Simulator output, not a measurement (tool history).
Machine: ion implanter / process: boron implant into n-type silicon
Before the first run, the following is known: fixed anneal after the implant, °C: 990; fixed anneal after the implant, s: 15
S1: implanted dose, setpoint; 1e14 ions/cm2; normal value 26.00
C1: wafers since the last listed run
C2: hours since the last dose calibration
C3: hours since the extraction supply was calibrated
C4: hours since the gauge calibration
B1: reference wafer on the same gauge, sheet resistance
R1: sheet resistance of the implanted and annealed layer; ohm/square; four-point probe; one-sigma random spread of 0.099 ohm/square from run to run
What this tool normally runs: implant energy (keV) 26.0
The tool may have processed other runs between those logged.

Run 1, hour 0.0: usual settings; C1 0; C2 1460.6; C3 4367.6; C4 1004.6; B1 73.32. Result: R1 66.95 ohm/square.
Run 2, hour 102.4: usual settings; C1 2800; C2 1563.0; C3 4470.0; C4 1107.0; B1 73.27. Result: R1 67.17 ohm/square.
Run 3, hour 148.4: usual settings; C1 1257; C2 1609.0; C3 4516.0; C4 1153.0; B1 73.30. Result: R1 67.29 ohm/square.
Run 4, hour 250.4: usual settings; C1 2789; C2 1711.0; C3 4618.0; C4 1255.0; B1 73.30. Result: R1 67.27 ohm/square.
Run 5, hour 306.0: usual settings; C1 1520; C2 1766.6; C3 4673.6; C4 1310.6; B1 73.30. Result: R1 67.35 ohm/square.
Run 6, hour 393.7: usual settings but implant energy (keV) 20.5; C1 2398; C2 1854.3; C3 4761.3; C4 1398.3; B1 73.32. Result: R1 73.05 ohm/square.
Run 7, hour 441.7: usual settings but implant energy (keV) 20.5; C1 1312; C2 1902.3; C3 4809.3; C4 1446.3; B1 73.34. Result: R1 73.18 ohm/square.
Run 8, hour 758.2: usual settings but implant energy (keV) 20.5; C1 8654; C2 2218.8; C3 5125.8; C4 1762.8; B1 73.33. Result: R1 73.29 ohm/square.
At hour 767.3: Faraday cup replaced and dose calibrated.
Run 9, hour 850.4: usual settings but S1 20.28 1e14 ions/cm2, implant energy (keV) 22.0; C1 2302; C2 83.1; C3 5218.0; C4 1855.0; B1 73.31. Result: R1 78.70 ohm/square.
Run 10, hour 909.4: usual settings but S1 20.28 1e14 ions/cm2, implant energy (keV) 22.0; C1 1613; C2 142.1; C3 5277.0; C4 1914.0; B1 73.32. Result: R1 78.65 ohm/square.
Run 11, hour 980.2: usual settings but S1 20.28 1e14 ions/cm2, implant energy (keV) 22.0; C1 1936; C2 212.9; C3 5347.8; C4 1984.8; B1 73.27. Result: R1 78.63 ohm/square.
At hour 1019.6: gauge calibrated.
Run 12, hour 1020.0: usual settings but S1 28.39 1e14 ions/cm2; C1 1088; C2 252.7; C3 5387.6; C4 0.4; B1 73.34. Result: R1 64.94 ohm/square.
Run 13, hour 1087.1: usual settings; C1 1834; C2 319.8; C3 5454.7; C4 67.5; B1 73.31. Result: R1 67.33 ohm/square.
Run 14, hour 1155.1: usual settings; C1 1859; C2 387.8; C3 5522.7; C4 135.5; B1 73.29. Result: R1 67.16 ohm/square.
At hour 1218.7: extraction supply calibrated.
Run 15, hour 1219.5: usual settings; C1 1542; C2 452.2; C3 0.8; C4 199.9; B1 73.31. Result: R1 65.92 ohm/square.
Run 16, hour 1275.0: usual settings; C1 1517; C2 507.7; C3 56.3; C4 255.4; B1 73.29. Result: R1 66.13 ohm/square.
Run 17, hour 1346.8: usual settings but S1 22.00 1e14 ions/cm2; C1 1963; C2 579.5; C3 128.1; C4 327.2; B1 73.30. Result: R1 71.38 ohm/square.
Run 18, hour 1423.6: usual settings; C1 2100; C2 656.3; C3 204.9; C4 404.0; B1 73.30. Result: R1 66.12 ohm/square.
Run 19, hour 1480.3: usual settings; C1 1550; C2 713.0; C3 261.6; C4 460.7; B1 73.30. Result: R1 65.87 ohm/square.
Run 20, hour 1552.5: usual settings but S1 20.76 1e14 ions/cm2, implant energy (keV) 20.5; C1 1974; C2 785.2; C3 333.8; C4 532.9; B1 73.31. Result: R1 78.19 ohm/square.
Run 21, hour 1615.7: usual settings but S1 29.72 1e14 ions/cm2, implant energy (keV) 33.0; C1 1728; C2 848.4; C3 397.0; C4 596.1; B1 73.31. Result: R1 58.39 ohm/square.
Run 22, hour 1671.5: usual settings but S1 28.34 1e14 ions/cm2, implant energy (keV) 22.0; C1 1525; C2 904.2; C3 452.8; C4 651.9; B1 73.31. Result: R1 67.55 ohm/square.
Run 23, hour 1708.9: usual settings; C1 1022; C2 941.6; C3 490.2; C4 689.3; B1 73.30. Result: R1 66.13 ohm/square.
Run 24, hour 1771.0: usual settings but S1 21.62 1e14 ions/cm2; C1 1698; C2 1003.7; C3 552.3; C4 751.4; B1 73.29. Result: R1 72.07 ohm/square.
Run 25, hour 1823.8: usual settings but S1 28.00 1e14 ions/cm2, implant energy (keV) 32.5; C1 1443; C2 1056.5; C3 605.1; C4 804.2; B1 73.32. Result: R1 60.26 ohm/square.
Run 26, hour 1918.9: usual settings; C1 2600; C2 1151.6; C3 700.2; C4 899.3; B1 73.28. Result: R1 66.22 ohm/square.
Run 27, hour 1967.0: usual settings but S1 23.22 1e14 ions/cm2; C1 1315; C2 1199.7; C3 748.3; C4 947.4; B1 73.32. Result: R1 69.69 ohm/square.
Run 28, hour 2060.9: usual settings but implant energy (keV) 33.5; C1 2567; C2 1293.6; C3 842.2; C4 1041.3; B1 73.32. Result: R1 62.38 ohm/square.
Run 29, hour 2101.8: usual settings but S1 19.64 1e14 ions/cm2, implant energy (keV) 21.0; C1 1118; C2 1334.5; C3 883.1; C4 1082.2; B1 73.32. Result: R1 79.86 ohm/square.
Run 30, hour 2207.2: usual settings but implant energy (keV) 31.0; C1 2882; C2 1439.9; C3 988.5; C4 1187.6; B1 73.32. Result: R1 63.44 ohm/square.

Give the tool's hidden conditions for every run:
gauge reads high (%): 0 at every run
H1: deviation of the true dose from the Faraday cup's reading, %
H2: deviation of the true energy from its setpoint, %
run       H1     H2
  1    -1.01  -3.82
  2    -1.09  -3.97
  3    -1.13  -4.04
  4    -1.21  -4.19
  5    -1.25  -4.28
  6    -1.32  -4.41
  7    -1.36  -4.49
  8    -1.61     -5
  9    0.115  -5.16
 10    0.069  -5.26
 11   0.0135  -5.38
 12  -0.0177  -5.45
 13  -0.0703  -5.57
 14   -0.124   -5.7
 15   -0.174  0.822
 16   -0.218  0.821
 17   -0.274  0.819
 18   -0.334  0.815
 19   -0.378  0.811
 20   -0.435  0.804
 21   -0.485  0.796
 22   -0.528  0.788
 23   -0.558  0.783
 24   -0.606  0.772
 25   -0.648  0.762
 26   -0.722  0.742
 27    -0.76   0.73
 28   -0.834  0.706
 29   -0.866  0.694
 30   -0.948  0.662
